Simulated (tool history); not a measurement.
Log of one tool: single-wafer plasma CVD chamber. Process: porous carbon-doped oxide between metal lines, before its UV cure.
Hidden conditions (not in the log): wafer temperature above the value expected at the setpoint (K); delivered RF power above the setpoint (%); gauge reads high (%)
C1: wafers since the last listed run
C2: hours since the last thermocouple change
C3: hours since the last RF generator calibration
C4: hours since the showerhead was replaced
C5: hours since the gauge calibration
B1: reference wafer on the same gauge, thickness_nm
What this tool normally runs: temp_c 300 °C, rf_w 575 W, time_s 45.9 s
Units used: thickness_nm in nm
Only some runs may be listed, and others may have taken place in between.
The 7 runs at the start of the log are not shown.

{"run": 8, "hour": 82.7, "temp_c": 300, "rf_w": 635, "time_s": 45.9, "C1": 498, "C2": 997.8, "C3": 1368.3, "C4": 5199.3, "C5": 17.9, "B1": 334.059, "thickness_nm": 302.091}
{"run": 9, "hour": 90.7, "temp_c": 300, "rf_w": 635, "time_s": 45.9, "C1": 233, "C2": 1005.8, "C3": 1376.3, "C4": 5207.3, "C5": 25.9, "B1": 334.085, "thickness_nm": 303.927}
{"run": 10, "hour": 97.3, "temp_c": 300, "rf_w": 575, "time_s": 49.7, "C1": 192, "C2": 1012.4, "C3": 1382.9, "C4": 5213.9, "C5": 32.5, "B1": 333.934, "thickness_nm": 311.972}
{"run": 11, "hour": 108.0, "temp_c": 300, "rf_w": 575, "time_s": 45.9, "C1": 311, "C2": 1023.1, "C3": 1393.6, "C4": 5224.6, "C5": 43.2, "B1": 333.705, "thickness_nm": 288.469}
{"run": 12, "hour": 124.8, "temp_c": 300, "rf_w": 575, "time_s": 45.9, "C1": 489, "C2": 1039.9, "C3": 1410.4, "C4": 5241.4, "C5": 60.0, "B1": 334.055, "thickness_nm": 287.25}
{"run": 13, "hour": 138.2, "temp_c": 290, "rf_w": 575, "time_s": 45.9, "C1": 390, "C2": 1053.3, "C3": 1423.8, "C4": 5254.8, "C5": 73.4, "B1": 333.803, "thickness_nm": 304.969}
{"run": 14, "hour": 155.3, "temp_c": 290, "rf_w": 575, "time_s": 45.9, "C1": 498, "C2": 1070.4, "C3": 1440.9, "C4": 5271.9, "C5": 90.5, "B1": 333.689, "thickness_nm": 304.576}
{"run": 15, "hour": 167.1, "temp_c": 300, "rf_w": 575, "time_s": 45.9, "C1": 343, "C2": 1082.2, "C3": 1452.7, "C4": 5283.7, "C5": 102.3, "B1": 334.152, "thickness_nm": 287.865}
{"run": 16, "hour": 175.4, "temp_c": 300, "rf_w": 575, "time_s": 45.9, "C1": 241, "C2": 1090.5, "C3": 1461.0, "C4": 5292.0, "C5": 110.6, "B1": 334.193, "thickness_nm": 286.266}
{"hour": 187.4, "done": "RF generator calibrated"}
{"run": 17, "hour": 192.6, "temp_c": 300, "rf_w": 575, "time_s": 45.9, "C1": 268, "C2": 1107.7, "C3": 5.2, "C4": 5309.2, "C5": 127.8, "B1": 334.246, "thickness_nm": 299.199}
{"run": 18, "hour": 210.2, "temp_c": 300, "rf_w": 575, "time_s": 52.6, "C1": 512, "C2": 1125.3, "C3": 22.8, "C4": 5326.8, "C5": 145.4, "B1": 333.976, "thickness_nm": 343.47}
{"run": 19, "hour": 225.1, "temp_c": 300, "rf_w": 575, "time_s": 37.3, "C1": 434, "C2": 1140.2, "C3": 37.7, "C4": 5341.7, "C5": 160.3, "B1": 333.683, "thickness_nm": 244.478}
{"hour": 234.6, "done": "showerhead replaced"}
{"run": 20, "hour": 235.1, "temp_c": 287, "rf_w": 625, "time_s": 39.1, "C1": 58, "C2": 1150.2, "C3": 47.7, "C4": 0.5, "C5": 170.3, "B1": 333.969, "thickness_nm": 288.889}
{"run": 21, "hour": 242.5, "temp_c": 304, "rf_w": 665, "time_s": 52.1, "C1": 215, "C2": 1157.6, "C3": 55.1, "C4": 7.9, "C5": 177.7, "B1": 333.72, "thickness_nm": 358.752}

The next listed run, before its measurement:
{"run": 22, "hour": 254.4, "temp_c": 308, "rf_w": 545, "time_s": 41.6, "C1": 346, "C2": 1169.5, "C3": 67.0, "C4": 19.8, "C5": 189.6, "B1": "?", "thickness_nm": "?"}

{"run 22": {"B1": 333.82, "thickness_nm": 254.494}}
Were there no unlogged condition in the tool, this run, its random variation unchanged, would have produced thickness_nm 247.796 nm.

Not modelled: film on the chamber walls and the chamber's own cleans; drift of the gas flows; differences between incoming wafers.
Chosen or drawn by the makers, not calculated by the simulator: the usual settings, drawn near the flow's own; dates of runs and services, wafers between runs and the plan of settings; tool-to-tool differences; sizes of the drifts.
